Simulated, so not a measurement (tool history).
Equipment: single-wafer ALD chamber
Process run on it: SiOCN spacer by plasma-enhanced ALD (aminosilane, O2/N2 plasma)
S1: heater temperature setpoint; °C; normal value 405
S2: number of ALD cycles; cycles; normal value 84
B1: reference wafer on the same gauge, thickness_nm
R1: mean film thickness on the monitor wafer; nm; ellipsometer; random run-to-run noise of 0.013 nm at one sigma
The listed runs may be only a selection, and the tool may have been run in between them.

{"run": 1, "hour": 0.0, "S1": 405, "S2": 84, "B1": 5.615, "R1": 4.936}
{"run": 2, "hour": 59.2, "S1": 405, "S2": 84, "B1": 5.608, "R1": 4.956}
{"run": 3, "hour": 129.4, "S1": 405, "S2": 84, "B1": 5.612, "R1": 4.914}
{"run": 4, "hour": 194.7, "S1": 405, "S2": 84, "B1": 5.61, "R1": 4.909}
{"run": 5, "hour": 264.6, "S1": 405, "S2": 84, "B1": 5.606, "R1": 4.932}
{"run": 6, "hour": 306.0, "S1": 405, "S2": 84, "B1": 5.603, "R1": 4.921}
{"run": 7, "hour": 368.6, "S1": 405, "S2": 84, "B1": 5.608, "R1": 4.908}
{"run": 8, "hour": 411.6, "S1": 405, "S2": 88, "B1": 5.614, "R1": 5.167}
{"run": 9, "hour": 471.9, "S1": 405, "S2": 88, "B1": 5.608, "R1": 5.135}
{"run": 10, "hour": 535.1, "S1": 405, "S2": 91, "B1": 5.605, "R1": 5.325}
{"run": 11, "hour": 586.0, "S1": 405, "S2": 91, "B1": 5.606, "R1": 5.314}
{"run": 12, "hour": 611.0, "S1": 405, "S2": 96, "B1": 5.609, "R1": 5.626}
{"run": 13, "hour": 673.1, "S1": 405, "S2": 84, "B1": 5.61, "R1": 4.913}
{"run": 14, "hour": 704.3, "S1": 405, "S2": 84, "B1": 5.609, "R1": 4.912}
{"run": 15, "hour": 731.8, "S1": 405, "S2": 84, "B1": 5.605, "R1": 4.917}
{"run": 16, "hour": 761.1, "S1": 399, "S2": 84, "B1": 5.614, "R1": 5.003}

Forecast run 17:
{"hour": 761.9, "done": "gauge calibrated"}
{"hour": 779.1, "done": "thermocouple changed; heater temperature recalibrated"}
{"run": 17, "hour": 794.6, "S1": 411, "S2": 74, "B1": "?", "R1": "?"}

Run 17 produced B1 5.616, R1 4.326 nm.
With the hidden condition absent and the run-to-run variation left alone, this run would have shown R1 4.324 nm.

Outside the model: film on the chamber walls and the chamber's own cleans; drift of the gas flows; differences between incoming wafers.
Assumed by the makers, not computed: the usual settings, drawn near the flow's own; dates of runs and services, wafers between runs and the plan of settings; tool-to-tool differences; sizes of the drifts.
